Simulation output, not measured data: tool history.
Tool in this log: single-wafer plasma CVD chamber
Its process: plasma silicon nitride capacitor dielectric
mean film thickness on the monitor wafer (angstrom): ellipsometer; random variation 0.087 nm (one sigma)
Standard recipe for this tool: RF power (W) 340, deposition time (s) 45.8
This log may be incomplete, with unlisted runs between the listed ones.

run,day,RF power (W),deposition time (s),wafers since the last listed run,hours since the last RF generator calibration,hours since the showerhead was replaced,hours since the gauge calibration,"read-back reference wafer on the same gauge, thickness_nm",mean film thickness on the monitor wafer (angstrom)
1,0.000,340,42.1,0,1468.7,5996.9,148.7,50.631,524.56
2,0.554,340,50.0,291,1482.0,6010.2,162.0,50.603,622.35
3,0.921,390,45.8,192,1490.8,6019.0,170.8,50.598,586.93
4,1.642,390,45.8,379,1508.1,6036.3,188.1,50.609,584.26
5,1.938,390,45.8,155,1515.2,6043.4,195.2,50.596,586.75
6,2.288,340,52.7,184,1523.6,6051.8,203.6,50.598,655.03
7,3.079,340,52.7,416,1542.6,6070.8,222.6,50.609,654.01
8,3.408,340,45.8,173,1550.5,6078.7,230.5,50.618,569.28
9,4.017,340,45.8,320,1565.1,6093.3,245.1,50.587,569.05
10,4.304,340,45.8,151,1572.0,6100.2,252.0,50.582,568.66
11,4.575,340,45.8,142,1578.5,6106.7,258.5,50.604,569.54
12,5.188,340,45.8,322,1593.2,6121.4,273.2,50.608,570.61
13,5.579,340,45.8,206,1602.6,6130.8,282.6,50.603,567.92
14,6.275,340,45.8,366,1619.3,6147.5,299.3,50.591,567.96
15,6.975,340,45.8,368,1636.1,6164.3,316.1,50.612,570.62
16,7.288,340,45.8,164,1643.6,6171.8,323.6,50.561,568.76
17,7.842,340,45.8,291,1656.9,6185.1,336.9,50.617,570.37
18,8.096,300,51.3,133,1663.0,6191.2,343.0,50.623,623.48
19,8.654,340,45.8,293,1676.4,6204.6,356.4,50.595,569.63
20,9.404,340,45.8,394,1694.4,6222.6,374.4,50.605,569.92
21,9.971,340,39.3,298,1708.0,6236.2,388.0,50.615,489.43
22,10.496,375,42.6,276,1720.6,6248.8,400.6,50.616,540.64
23,10.871,340,45.8,197,1729.6,6257.8,409.6,50.614,568.40
# day 11.758: gauge calibrated
# day 13.050: RF generator calibrated
24,13.071,395,48.6,982,0.5,6310.6,31.5,50.606,619.65
# day 13.733: showerhead replaced
25,13.754,340,45.8,184,16.9,0.5,47.9,50.594,565.44
26,13.779,360,37.9,13,17.5,1.1,48.5,50.592,472.28
27,14.479,320,39.8,368,34.3,17.9,65.3,50.589,483.95
28,14.933,375,41.1,238,45.2,28.8,76.2,50.627,517.35
29,15.467,340,45.8,280,58.0,41.6,89.0,50.596,566.57
30,15.792,340,45.8,170,65.8,49.4,96.8,50.566,565.41
31,16.371,340,51.3,304,79.7,63.3,110.7,50.583,631.55
32,16.896,375,50.4,276,92.3,75.9,123.3,50.590,632.78
# day 17.762: RF generator calibrated, repeated, since the last time left the tool worse
33,17.783,340,45.8,291,0.5,97.2,144.6,50.591,575.01
34,18.258,365,42.7,249,11.9,108.6,156.0,50.591,543.47
35,18.717,365,38.1,241,22.9,119.6,167.0,50.604,486.96
36,19.300,385,37.5,306,36.9,133.6,181.0,50.596,484.60
37,19.704,310,45.8,212,46.6,143.3,190.7,50.608,565.34
38,20.104,340,45.8,210,56.2,152.9,200.3,50.594,576.68
39,20.688,340,45.8,306,70.2,166.9,214.3,50.607,576.02
40,21.088,285,50.2,210,79.8,176.5,223.9,50.605,608.72
41,21.808,385,37.5,379,97.1,193.8,241.2,50.597,482.94
42,22.225,320,42.0,219,107.1,203.8,251.2,50.605,520.84
43,22.796,285,42.1,300,120.8,217.5,264.9,50.623,510.95

Alternative continuations, all from the tool just after run 43; predict every row:
A,22.812,305,45.8,8,121.2,217.9,265.3,?,?
B,22.812,385,51.9,8,121.2,217.9,265.3,?,?
C,22.812,305,52.2,8,121.2,217.9,265.3,?,?
D,22.812,305,51.6,8,121.2,217.9,265.3,?,?
E,22.812,295,39.9,8,121.2,217.9,265.3,?,?

run,"read-back reference wafer on the same gauge, thickness_nm",mean film thickness on the monitor wafer (angstrom)
A,50.608,564.22
B,50.608,670.83
C,50.608,643.06
D,50.608,635.67
E,50.608,488.31
Without the tool's hidden state the same runs would have given:
run,mean film thickness on the monitor wafer (angstrom)
A,565.41
B,672.25
C,644.42
D,637.01
E,489.34
